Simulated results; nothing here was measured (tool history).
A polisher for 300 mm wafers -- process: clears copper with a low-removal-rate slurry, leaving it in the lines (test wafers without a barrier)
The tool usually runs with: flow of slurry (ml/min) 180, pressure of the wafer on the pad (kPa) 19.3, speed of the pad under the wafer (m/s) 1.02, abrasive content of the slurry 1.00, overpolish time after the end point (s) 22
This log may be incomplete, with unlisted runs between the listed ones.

run    hour  flow of slurry (ml/min)  pressure of the wafer on the pad (kPa)  speed of the pad under the wafer (m/s)  abrasive content of the slurry  overpolish time after the end point (s)  incoming thickness of the incoming film, nm  time until the end point was called (s)  dishing of a wide line in a test structure (Å)
  1     0.0                      180                                    19.3                                    1.02                            1.00                                       13                                        434.2                                    160.7                                             252
  2    59.6                      180                                    19.3                                    1.02                            1.20                                       22                                        436.2                                    157.8                                             399
      100.3  -- slurry blender recalibrated
  3   108.5                      180                                    19.3                                    1.02                            1.00                                       27                                        434.0                                    164.6                                             473
  4   167.1                      180                                    19.3                                    1.02                            1.00                                       27                                        431.6                                    162.8                                             479
      208.0  -- worn pad replaced by a new one
      216.8  -- head pressure recalibrated
  5   260.8                      180                                    19.3                                    1.02                            1.00                                       22                                        438.6                                    167.3                                             395
  6   332.3                      180                                    19.3                                    1.02                            1.00                                       22                                        436.0                                    162.7                                             387
      370.2  -- slurry nozzle cleaned
  7   370.7                      180                                    19.3                                    1.02                            1.00                                       22                                        433.1                                    165.6                                             399
  8   424.0                      180                                    13.8                                    1.02                            1.00                                       22                                        432.5                                    208.2                                             309
  9   491.3                      180                                    13.8                                    1.02                            1.00                                       22                                        439.3                                    210.8                                             309
 10   552.4                      180                                    19.3                                    1.02                            1.00                                       22                                        436.5                                    167.6                                             400
      567.7  -- slurry blender recalibrated
 11   588.0                      180                                    19.3                                    1.24                            1.00                                       22                                        428.7                                    132.2                                             475
 12   658.6                      195                                    19.3                                    1.02                            1.00                                       22                                        437.6                                    163.8                                             396
      687.8  -- worn pad replaced by a new one
 13   723.6                      210                                    23.4                                    1.02                            0.75                                       28                                        437.8                                    146.1                                             565
      756.8  -- head pressure recalibrated
 14   876.1                      200                                    15.2                                    1.02                            1.00                                       11                                        437.9                                    199.3                                             173
 15   918.5                      180                                    19.3                                    1.02                            1.10                                       22                                        441.6                                    162.1                                             408
      938.0  -- slurry nozzle cleaned
 16   957.0                      180                                    19.3                                    1.02                            1.00                                       22                                        442.1                                    165.5                                             393
 17   990.6                      180                                    19.3                                    1.02                            1.00                                       22                                        436.5                                    165.6                                             379
 18  1024.2                      245                                    19.3                                    1.18                            1.00                                       22                                        431.9                                    132.7                                             468
     1059.1  -- slurry blender recalibrated
 19  1065.6                      180                                    19.3                                    1.02                            1.00                                       22                                        429.6                                    162.3                                             398
 20  1106.5                      180                                    13.8                                    1.02                            1.00                                       26                                        437.2                                    211.3                                             377
     1150.8  -- worn pad replaced by a new one
 21  1168.3                      180                                    19.3                                    1.02                            1.00                                       22                                        444.9                                    167.8                                             394
 22  1221.9                      125                                    15.2                                    1.02                            1.00                                       22                                        436.9                                    212.8                                             315
     1224.5  -- head pressure recalibrated
 23  1251.7                      180                                    15.9                                    0.84                            1.00                                       22                                        434.0                                    230.7                                             291
 24  1294.8                      180                                    15.2                                    0.74                            0.90                                       22                                        428.6                                    272.6                                             259
 25  1357.2                      205                                    19.3                                    1.30                            1.00                                       33                                        437.5                                    126.7                                             689
 26  1385.2                      235                                    25.5                                    1.02                            1.00                                       22                                        435.7                                    126.5                                             501
 27  1427.4                      180                                    13.8                                    1.02                            1.00                                       22                                        436.6                                    208.0                                             321
     1504.3  -- slurry blender recalibrated
     1510.4  -- slurry nozzle cleaned
     1583.2  -- worn pad replaced by a new one
 28  1623.6                      180                                    19.3                                    1.02                            1.00                                       30                                        441.8                                    166.2                                             495
 29  1695.0                      215                                    19.3                                    1.02                            0.70                                       22                                        434.3                                    170.4                                             381

What if the next run were any one of these 3? Each begins from the tool's condition after run 29:
  A  1695.5                      180                                    19.3                                    1.02                            1.00                                       22                                        441.1                                        ?                                               ?
  B  1695.5                      180                                    23.4                                    1.02                            1.00                                       22                                        441.1                                        ?                                               ?
  C  1695.5                      180                                    19.3                                    1.02                            1.00                                       15                                        441.1                                        ?                                               ?

run  time until the end point was called (s)  dishing of a wide line in a test structure (Å)
  A                                    164.5                                             386
  B                                    141.0                                             445
  C                                    164.5                                             274
What these runs would have given with no unlogged condition in the tool:
run  time until the end point was called (s)  dishing of a wide line in a test structure (Å)
  A                                    164.5                                             386
  B                                    141.0                                             445
  C                                    164.5                                             274

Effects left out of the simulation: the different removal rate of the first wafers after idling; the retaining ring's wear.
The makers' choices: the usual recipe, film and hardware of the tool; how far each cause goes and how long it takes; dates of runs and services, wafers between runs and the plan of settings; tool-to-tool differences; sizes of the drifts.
